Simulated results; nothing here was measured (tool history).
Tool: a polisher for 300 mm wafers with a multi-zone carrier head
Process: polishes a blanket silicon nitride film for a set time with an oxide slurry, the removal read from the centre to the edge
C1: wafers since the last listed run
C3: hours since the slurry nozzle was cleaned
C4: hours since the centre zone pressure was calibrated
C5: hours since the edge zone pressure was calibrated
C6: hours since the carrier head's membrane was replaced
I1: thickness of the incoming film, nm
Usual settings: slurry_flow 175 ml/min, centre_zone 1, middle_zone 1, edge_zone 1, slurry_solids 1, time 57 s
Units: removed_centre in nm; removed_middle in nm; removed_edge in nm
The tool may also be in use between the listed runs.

Run 1, hour 0: usual settings but middle_zone 0.96, time 50 s; C1 0; wafers polished on this pad 953; C3 450.6; C4 866; C5 465.3; C6 1532.7; I1 435.6. Result: removed_centre 35.7 nm, removed_middle 32.8 nm, removed_edge 34.2 nm.
Run 2, hour 42.9: usual settings but middle_zone 0.97; C1 452; wafers polished on this pad 1405; C3 493.5; C4 908.9; C5 508.2; C6 1575.6; I1 443.3. Result: removed_centre 41 nm, removed_middle 36.9 nm, removed_edge 38.3 nm.
At hour 49.8: slurry nozzle cleaned.
At hour 116.2: worn pad replaced by a new one.
Run 3, hour 141.2: usual settings but middle_zone 0.97; C1 983; wafers polished on this pad 263; C3 91.4; C4 1007.2; C5 606.5; C6 1673.9; I1 440.7. Result: removed_centre 41 nm, removed_middle 37.3 nm, removed_edge 38.7 nm.
Run 4, hour 178.4: usual settings but slurry_solids 0.9; C1 392; wafers polished on this pad 655; C3 128.6; C4 1044.4; C5 643.7; C6 1711.1; I1 438.8. Result: removed_centre 39.1 nm, removed_middle 36.7 nm, removed_edge 36.6 nm.
Run 5, hour 274.6: usual settings but slurry_solids 0.9; C1 1013; wafers polished on this pad 1669; C3 224.8; C4 1140.6; C5 739.9; C6 1807.3; I1 440.3. Result: removed_centre 40 nm, removed_middle 37.2 nm, removed_edge 36.6 nm.
At hour 324.2: worn pad replaced by a new one.
Run 6, hour 344.4: usual settings but slurry_solids 0.9; C1 693; wafers polished on this pad 212; C3 294.6; C4 1210.4; C5 809.7; C6 1877.1; I1 447.4. Result: removed_centre 40.3 nm, removed_middle 37.2 nm, removed_edge 37.5 nm.
At hour 499.6: slurry nozzle cleaned.
At hour 500.1: edge zone pressure recalibrated.
At hour 522.1: worn pad replaced by a new one.
At hour 568.1: centre zone pressure recalibrated.
Run 7, hour 584.4: usual settings; C1 2450; wafers polished on this pad 635; C3 84.8; C4 16.3; C5 84.3; C6 2117.1; I1 443.9. Result: removed_centre 37.7 nm, removed_middle 38.3 nm, removed_edge 38.7 nm.
Run 8, hour 634.2: usual settings but slurry_flow 220 ml/min; C1 524; wafers polished on this pad 1160; C3 134.6; C4 66.1; C5 134.1; C6 2166.9; I1 444. Result: removed_centre 38.4 nm, removed_middle 39.5 nm, removed_edge 39.3 nm.
At hour 681.5: carrier head's membrane replaced by a new one.
Run 9, hour 682: usual settings but slurry_solids 0.9; C1 451; wafers polished on this pad 1611; C3 182.4; C4 113.9; C5 181.9; C6 0.5; I1 438. Result: removed_centre 35.3 nm, removed_middle 37.6 nm, removed_edge 37.2 nm.
Run 10, hour 747.1: usual settings but middle_zone 0.91, slurry_solids 1.25; C1 686; wafers polished on this pad 2297; C3 247.5; C4 179; C5 247; C6 65.6; I1 443.2. Result: removed_centre 40.8 nm, removed_middle 37.5 nm, removed_edge 41.1 nm.
At hour 762.8: worn pad replaced by a new one.
Run 11, hour 825.2: usual settings but edge_zone 1.04; C1 780; wafers polished on this pad 657; C3 325.6; C4 257.1; C5 325.1; C6 143.7; I1 444.3. Result: removed_centre 38 nm, removed_middle 38.6 nm, removed_edge 39 nm.
Run 12, hour 924.4: usual settings but slurry_flow 145 ml/min, edge_zone 1.11; C1 1045; wafers polished on this pad 1703; C3 424.8; C4 356.3; C5 424.3; C6 242.9; I1 432.1. Result: removed_centre 36.1 nm, removed_middle 37.1 nm, removed_edge 38.8 nm.
At hour 962.6: worn pad replaced by a new one.
Run 13, hour 978.1: usual settings; C1 523; wafers polished on this pad 163; C3 478.5; C4 410; C5 478; C6 296.6; I1 432.1. Result: removed_centre 38.3 nm, removed_middle 37.9 nm, removed_edge 38.8 nm.
Run 14, hour 1018.4: usual settings but middle_zone 1.1; C1 424; wafers polished on this pad 587; C3 518.8; C4 450.3; C5 518.3; C6 336.9; I1 443.1. Result: removed_centre 37.4 nm, removed_middle 42.3 nm, removed_edge 38.4 nm.
At hour 1069: slurry nozzle cleaned.
Run 15, hour 1078.6: usual settings but time 76 s; C1 623; wafers polished on this pad 1211; C3 9.6; C4 510.5; C5 578.5; C6 397.1; I1 444.8. Result: removed_centre 50.4 nm, removed_middle 50.7 nm, removed_edge 50.6 nm.

Forecast each of these 3 alternatives for the next run:
Run A, hour 1079: usual settings; C1 4; wafers polished on this pad 1215; C3 10; C4 510.9; C5 578.9; C6 397.5; I1 443.8. Result: removed_centre ?, removed_middle ?, removed_edge ?.
Run B, hour 1079: usual settings but centre_zone 1.11, middle_zone 1.11; C1 4; wafers polished on this pad 1215; C3 10; C4 510.9; C5 578.9; C6 397.5; I1 443.8. Result: removed_centre ?, removed_middle ?, removed_edge ?.
Run C, hour 1079: usual settings but middle_zone 0.93, time 52 s; C1 4; wafers polished on this pad 1215; C3 10; C4 510.9; C5 578.9; C6 397.5; I1 443.8. Result: removed_centre ?, removed_middle ?, removed_edge ?.

run  removed_centre  removed_middle  removed_edge
  A            38.4            38.2          38.6
  B            42.7            41.7          38.5
  C              35            32.8          35.2
Without the tool's hidden state the same runs would have given:
run  removed_centre  removed_middle  removed_edge
  A            38.4            38.2          38.6
  B            42.7            41.7          38.5
  C              35            32.8          35.2

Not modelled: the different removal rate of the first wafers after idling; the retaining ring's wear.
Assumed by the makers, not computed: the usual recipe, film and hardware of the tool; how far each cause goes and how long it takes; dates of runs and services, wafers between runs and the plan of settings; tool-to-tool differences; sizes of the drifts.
